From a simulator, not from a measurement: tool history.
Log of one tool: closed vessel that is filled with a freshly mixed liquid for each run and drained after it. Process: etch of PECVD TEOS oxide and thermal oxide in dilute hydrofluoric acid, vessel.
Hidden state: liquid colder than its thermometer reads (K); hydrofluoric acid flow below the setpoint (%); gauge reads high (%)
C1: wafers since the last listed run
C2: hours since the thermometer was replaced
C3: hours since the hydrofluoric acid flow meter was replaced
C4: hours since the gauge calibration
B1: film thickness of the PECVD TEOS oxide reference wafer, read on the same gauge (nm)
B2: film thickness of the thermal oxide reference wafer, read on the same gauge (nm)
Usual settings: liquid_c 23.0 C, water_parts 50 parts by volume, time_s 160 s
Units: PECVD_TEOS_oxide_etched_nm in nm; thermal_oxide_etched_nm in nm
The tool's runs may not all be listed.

{"run": 1, "day": 0.0, "liquid_c": 23.0, "water_parts": 50, "time_s": 185, "C1": 0, "C2": 2396.7, "C3": 2003.9, "C4": 531.7, "B1": 49.99, "B2": 89.98, "PECVD_TEOS_oxide_etched_nm": 44.06, "thermal_oxide_etched_nm": 16.59}
{"run": 2, "day": 0.667, "liquid_c": 23.0, "water_parts": 50, "time_s": 160, "C1": 1785, "C2": 2412.7, "C3": 2019.9, "C4": 547.7, "B1": 49.99, "B2": 89.96, "PECVD_TEOS_oxide_etched_nm": 37.97, "thermal_oxide_etched_nm": 14.42}
{"run": 3, "day": 2.333, "liquid_c": 20.0, "water_parts": 50, "time_s": 160, "C1": 4463, "C2": 2452.7, "C3": 2059.9, "C4": 587.7, "B1": 50.0, "B2": 90.0, "PECVD_TEOS_oxide_etched_nm": 33.31, "thermal_oxide_etched_nm": 12.52}
{"run": 4, "day": 3.271, "liquid_c": 23.0, "water_parts": 50, "time_s": 160, "C1": 2510, "C2": 2475.2, "C3": 2082.4, "C4": 610.2, "B1": 50.0, "B2": 90.03, "PECVD_TEOS_oxide_etched_nm": 37.77, "thermal_oxide_etched_nm": 14.33}
{"run": 5, "day": 4.446, "liquid_c": 27.0, "water_parts": 45, "time_s": 160, "C1": 3147, "C2": 2503.4, "C3": 2110.6, "C4": 638.4, "B1": 50.0, "B2": 90.04, "PECVD_TEOS_oxide_etched_nm": 50.38, "thermal_oxide_etched_nm": 18.79}
{"run": 6, "day": 5.383, "liquid_c": 27.0, "water_parts": 45, "time_s": 160, "C1": 2510, "C2": 2525.9, "C3": 2133.1, "C4": 660.9, "B1": 50.01, "B2": 89.98, "PECVD_TEOS_oxide_etched_nm": 50.37, "thermal_oxide_etched_nm": 18.95}
{"run": 7, "day": 6.721, "liquid_c": 27.0, "water_parts": 45, "time_s": 160, "C1": 3582, "C2": 2558.0, "C3": 2165.2, "C4": 693.0, "B1": 50.0, "B2": 90.0, "PECVD_TEOS_oxide_etched_nm": 49.85, "thermal_oxide_etched_nm": 19.09}
{"day": 7.021, "done": "thermometer replaced"}
{"run": 8, "day": 8.192, "liquid_c": 23.0, "water_parts": 50, "time_s": 160, "C1": 3827, "C2": 28.1, "C3": 2200.5, "C4": 728.3, "B1": 50.0, "B2": 90.01, "PECVD_TEOS_oxide_etched_nm": 35.8, "thermal_oxide_etched_nm": 13.5}
{"run": 9, "day": 8.962, "liquid_c": 23.0, "water_parts": 60, "time_s": 190, "C1": 2064, "C2": 46.6, "C3": 2219.0, "C4": 746.8, "B1": 50.01, "B2": 90.02, "PECVD_TEOS_oxide_etched_nm": 35.05, "thermal_oxide_etched_nm": 13.23}
{"day": 10.017, "done": "gauge calibrated"}
{"run": 10, "day": 10.229, "liquid_c": 26.0, "water_parts": 60, "time_s": 160, "C1": 3392, "C2": 77.0, "C3": 2249.4, "C4": 5.1, "B1": 50.0, "B2": 89.98, "PECVD_TEOS_oxide_etched_nm": 33.17, "thermal_oxide_etched_nm": 12.62}
{"run": 11, "day": 11.479, "liquid_c": 19.5, "water_parts": 60, "time_s": 80, "C1": 3347, "C2": 107.0, "C3": 2279.4, "C4": 35.1, "B1": 49.99, "B2": 89.99, "PECVD_TEOS_oxide_etched_nm": 12.72, "thermal_oxide_etched_nm": 4.78}
{"run": 12, "day": 12.688, "liquid_c": 18.5, "water_parts": 70, "time_s": 160, "C1": 3236, "C2": 136.0, "C3": 2308.4, "C4": 64.1, "B1": 50.01, "B2": 90.01, "PECVD_TEOS_oxide_etched_nm": 20.43, "thermal_oxide_etched_nm": 7.71}
{"day": 14.546, "done": "hydrofluoric acid flow meter replaced"}
{"day": 15.154, "done": "thermometer replaced, repeated, since the last time left the tool worse"}
{"run": 13, "day": 16.733, "liquid_c": 23.0, "water_parts": 50, "time_s": 160, "C1": 10613, "C2": 37.9, "C3": 52.5, "C4": 161.2, "B1": 50.01, "B2": 90.0, "PECVD_TEOS_oxide_etched_nm": 40.84, "thermal_oxide_etched_nm": 15.28}
{"run": 14, "day": 18.204, "liquid_c": 23.0, "water_parts": 60, "time_s": 160, "C1": 3939, "C2": 73.2, "C3": 87.8, "C4": 196.5, "B1": 50.01, "B2": 90.02, "PECVD_TEOS_oxide_etched_nm": 33.59, "thermal_oxide_etched_nm": 12.5}
{"run": 15, "day": 19.671, "liquid_c": 20.0, "water_parts": 50, "time_s": 80, "C1": 3928, "C2": 108.4, "C3": 123.0, "C4": 231.7, "B1": 50.0, "B2": 90.0, "PECVD_TEOS_oxide_etched_nm": 17.85, "thermal_oxide_etched_nm": 6.77}
{"run": 16, "day": 20.417, "liquid_c": 23.0, "water_parts": 60, "time_s": 160, "C1": 1997, "C2": 126.3, "C3": 140.9, "C4": 249.6, "B1": 50.0, "B2": 90.0, "PECVD_TEOS_oxide_etched_nm": 33.42, "thermal_oxide_etched_nm": 12.44}
{"run": 17, "day": 21.458, "liquid_c": 23.0, "water_parts": 50, "time_s": 205, "C1": 2789, "C2": 151.3, "C3": 165.9, "C4": 274.6, "B1": 50.0, "B2": 89.96, "PECVD_TEOS_oxide_etched_nm": 52.05, "thermal_oxide_etched_nm": 19.5}
{"run": 18, "day": 22.504, "liquid_c": 24.5, "water_parts": 50, "time_s": 185, "C1": 2801, "C2": 176.4, "C3": 191.0, "C4": 299.7, "B1": 49.99, "B2": 89.98, "PECVD_TEOS_oxide_etched_nm": 49.55, "thermal_oxide_etched_nm": 18.89}
{"run": 19, "day": 23.821, "liquid_c": 18.5, "water_parts": 60, "time_s": 195, "C1": 3526, "C2": 208.0, "C3": 222.6, "C4": 331.3, "B1": 50.01, "B2": 89.97, "PECVD_TEOS_oxide_etched_nm": 33.44, "thermal_oxide_etched_nm": 12.79}
{"run": 20, "day": 25.321, "liquid_c": 23.0, "water_parts": 70, "time_s": 160, "C1": 4017, "C2": 244.0, "C3": 258.6, "C4": 367.3, "B1": 50.0, "B2": 90.02, "PECVD_TEOS_oxide_etched_nm": 28.18, "thermal_oxide_etched_nm": 10.53}
{"run": 21, "day": 26.817, "liquid_c": 23.0, "water_parts": 50, "time_s": 160, "C1": 4006, "C2": 279.9, "C3": 294.5, "C4": 403.2, "B1": 50.0, "B2": 90.02, "PECVD_TEOS_oxide_etched_nm": 40.53, "thermal_oxide_etched_nm": 15.29}
{"run": 22, "day": 27.571, "liquid_c": 25.5, "water_parts": 65, "time_s": 160, "C1": 2019, "C2": 298.0, "C3": 312.6, "C4": 421.3, "B1": 49.98, "B2": 90.01, "PECVD_TEOS_oxide_etched_nm": 33.88, "thermal_oxide_etched_nm": 12.78}
{"run": 23, "day": 29.038, "liquid_c": 19.5, "water_parts": 60, "time_s": 160, "C1": 3928, "C2": 333.2, "C3": 347.8, "C4": 456.5, "B1": 50.01, "B2": 89.98, "PECVD_TEOS_oxide_etched_nm": 28.63, "thermal_oxide_etched_nm": 10.85}
{"run": 24, "day": 29.888, "liquid_c": 23.0, "water_parts": 50, "time_s": 160, "C1": 2276, "C2": 353.6, "C3": 368.2, "C4": 476.9, "B1": 50.03, "B2": 89.98, "PECVD_TEOS_oxide_etched_nm": 40.31, "thermal_oxide_etched_nm": 15.07}
{"run": 25, "day": 31.033, "liquid_c": 23.0, "water_parts": 50, "time_s": 125, "C1": 3068, "C2": 381.1, "C3": 395.7, "C4": 504.4, "B1": 50.01, "B2": 89.98, "PECVD_TEOS_oxide_etched_nm": 31.44, "thermal_oxide_etched_nm": 11.92}
{"run": 26, "day": 32.0, "liquid_c": 23.0, "water_parts": 50, "time_s": 90, "C1": 2589, "C2": 404.3, "C3": 418.9, "C4": 527.6, "B1": 49.99, "B2": 90.0, "PECVD_TEOS_oxide_etched_nm": 22.76, "thermal_oxide_etched_nm": 8.53}
{"run": 27, "day": 33.292, "liquid_c": 26.5, "water_parts": 40, "time_s": 230, "C1": 3459, "C2": 435.3, "C3": 449.9, "C4": 558.6, "B1": 50.0, "B2": 90.01, "PECVD_TEOS_oxide_etched_nm": 84.81, "thermal_oxide_etched_nm": 31.93}

Forecast each of these 3 alternatives for the next run:
{"run": "A", "day": 33.321, "liquid_c": 23.0, "water_parts": 50, "time_s": 160, "C1": 78, "C2": 436.0, "C3": 450.6, "C4": 559.3, "B1": "?", "B2": "?", "PECVD_TEOS_oxide_etched_nm": "?", "thermal_oxide_etched_nm": "?"}
{"run": "B", "day": 33.321, "liquid_c": 18.5, "water_parts": 65, "time_s": 105, "C1": 78, "C2": 436.0, "C3": 450.6, "C4": 559.3, "B1": "?", "B2": "?", "PECVD_TEOS_oxide_etched_nm": "?", "thermal_oxide_etched_nm": "?"}
{"run": "C", "day": 33.321, "liquid_c": 23.0, "water_parts": 40, "time_s": 75, "C1": 78, "C2": 436.0, "C3": 450.6, "C4": 559.3, "B1": "?", "B2": "?", "PECVD_TEOS_oxide_etched_nm": "?", "thermal_oxide_etched_nm": "?"}

run=A B1=49.98 B2=90.03 PECVD_TEOS_oxide_etched_nm=40.33 thermal_oxide_etched_nm=15.18
run=B B1=49.98 B2=90.03 PECVD_TEOS_oxide_etched_nm=16.54 thermal_oxide_etched_nm=6.23
run=C B1=49.98 B2=90.03 PECVD_TEOS_oxide_etched_nm=23.94 thermal_oxide_etched_nm=9.01
Without the tool's hidden state the same runs would have given:
run=A PECVD_TEOS_oxide_etched_nm=40.85 thermal_oxide_etched_nm=15.38
run=B PECVD_TEOS_oxide_etched_nm=16.76 thermal_oxide_etched_nm=6.31
run=C PECVD_TEOS_oxide_etched_nm=24.25 thermal_oxide_etched_nm=9.13
